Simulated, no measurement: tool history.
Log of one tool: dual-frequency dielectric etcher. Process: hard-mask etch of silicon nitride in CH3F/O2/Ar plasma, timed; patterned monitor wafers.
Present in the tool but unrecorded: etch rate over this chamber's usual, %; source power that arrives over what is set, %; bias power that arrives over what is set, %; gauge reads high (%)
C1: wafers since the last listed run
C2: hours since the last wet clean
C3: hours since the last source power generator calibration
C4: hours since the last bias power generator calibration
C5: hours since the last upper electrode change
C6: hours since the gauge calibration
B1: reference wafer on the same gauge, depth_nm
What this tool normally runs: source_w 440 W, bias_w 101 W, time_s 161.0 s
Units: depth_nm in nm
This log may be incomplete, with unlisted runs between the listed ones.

{"run": 1, "hour": 0.0, "source_w": 440, "bias_w": 101, "time_s": 161.0, "C1": 0, "C2": 122.7, "C3": 3967.2, "C4": 3030.2, "C5": 3070.8, "C6": 184.8, "B1": 143.0, "depth_nm": 132.6}
{"run": 2, "hour": 30.6, "source_w": 440, "bias_w": 101, "time_s": 161.0, "C1": 267, "C2": 153.3, "C3": 3997.8, "C4": 3060.8, "C5": 3101.4, "C6": 215.4, "B1": 143.0, "depth_nm": 131.3}
{"run": 3, "hour": 46.2, "source_w": 440, "bias_w": 101, "time_s": 161.0, "C1": 136, "C2": 168.9, "C3": 4013.4, "C4": 3076.4, "C5": 3117.0, "C6": 231.0, "B1": 143.0, "depth_nm": 130.7}
{"run": 4, "hour": 74.6, "source_w": 440, "bias_w": 94, "time_s": 161.0, "C1": 248, "C2": 197.3, "C3": 4041.8, "C4": 3104.8, "C5": 3145.4, "C6": 259.4, "B1": 142.9, "depth_nm": 128.1}
{"run": 5, "hour": 92.9, "source_w": 440, "bias_w": 101, "time_s": 161.0, "C1": 159, "C2": 215.6, "C3": 4060.1, "C4": 3123.1, "C5": 3163.7, "C6": 277.7, "B1": 143.1, "depth_nm": 131.2}
{"run": 6, "hour": 124.5, "source_w": 440, "bias_w": 101, "time_s": 161.0, "C1": 276, "C2": 247.2, "C3": 4091.7, "C4": 3154.7, "C5": 3195.3, "C6": 309.3, "B1": 143.3, "depth_nm": 131.7}
{"hour": 151.4, "done": "upper electrode replaced"}
{"run": 7, "hour": 151.9, "source_w": 480, "bias_w": 101, "time_s": 161.0, "C1": 29, "C2": 274.6, "C3": 4119.1, "C4": 3182.1, "C5": 0.5, "C6": 336.7, "B1": 142.8, "depth_nm": 134.2}
{"run": 8, "hour": 162.7, "source_w": 480, "bias_w": 101, "time_s": 161.0, "C1": 94, "C2": 285.4, "C3": 4129.9, "C4": 3192.9, "C5": 11.3, "C6": 347.5, "B1": 142.8, "depth_nm": 135.5}
{"run": 9, "hour": 195.0, "source_w": 440, "bias_w": 111, "time_s": 200.0, "C1": 282, "C2": 317.7, "C3": 4162.2, "C4": 3225.2, "C5": 43.6, "C6": 379.8, "B1": 143.1, "depth_nm": 169.7}
{"hour": 216.3, "done": "source power generator calibrated"}
{"run": 10, "hour": 218.1, "source_w": 540, "bias_w": 84, "time_s": 128.0, "C1": 166, "C2": 340.8, "C3": 1.8, "C4": 3248.3, "C5": 66.7, "C6": 402.9, "B1": 143.0, "depth_nm": 103.4}
{"hour": 236.4, "done": "bias power generator calibrated"}
{"run": 11, "hour": 236.9, "source_w": 440, "bias_w": 101, "time_s": 161.0, "C1": 129, "C2": 359.6, "C3": 20.6, "C4": 0.5, "C5": 85.5, "C6": 421.7, "B1": 143.0, "depth_nm": 131.3}
{"hour": 252.2, "done": "gauge calibrated"}
{"hour": 312.3, "done": "wet clean of the chamber"}
{"run": 12, "hour": 323.5, "source_w": 380, "bias_w": 101, "time_s": 129.5, "C1": 547, "C2": 11.2, "C3": 107.2, "C4": 87.1, "C5": 172.1, "C6": 71.3, "B1": 143.2, "depth_nm": 100.2}
{"run": 13, "hour": 339.4, "source_w": 390, "bias_w": 123, "time_s": 145.5, "C1": 138, "C2": 27.1, "C3": 123.1, "C4": 103.0, "C5": 188.0, "C6": 87.2, "B1": 142.9, "depth_nm": 123.5}
{"run": 14, "hour": 371.5, "source_w": 440, "bias_w": 101, "time_s": 148.5, "C1": 280, "C2": 59.2, "C3": 155.2, "C4": 135.1, "C5": 220.1, "C6": 119.3, "B1": 142.9, "depth_nm": 121.0}
{"run": 15, "hour": 405.8, "source_w": 480, "bias_w": 101, "time_s": 161.0, "C1": 299, "C2": 93.5, "C3": 189.5, "C4": 169.4, "C5": 254.4, "C6": 153.6, "B1": 142.9, "depth_nm": 135.5}
{"run": 16, "hour": 421.2, "source_w": 540, "bias_w": 121, "time_s": 125.0, "C1": 134, "C2": 108.9, "C3": 204.9, "C4": 184.8, "C5": 269.8, "C6": 169.0, "B1": 143.1, "depth_nm": 117.1}
{"run": 17, "hour": 434.8, "source_w": 360, "bias_w": 125, "time_s": 176.0, "C1": 118, "C2": 122.5, "C3": 218.5, "C4": 198.4, "C5": 283.4, "C6": 182.6, "B1": 143.0, "depth_nm": 146.7}

Entry by entry between the runs, the difference in hidden state between the last listed run before and the first listed run after:
From run 6 to run 7: upper electrode replaced (hour 151.4)
  no hidden state differs between the two runs
From run 9 to run 10: source power generator calibrated (hour 216.3)
  no hidden state differs between the two runs
From run 10 to run 11: bias power generator calibrated (hour 236.4)
  no hidden state differs between the two runs
From run 11 to run 12: gauge calibrated (hour 252.2); wet clean of the chamber (hour 312.3)
  no hidden state differs between the two runs
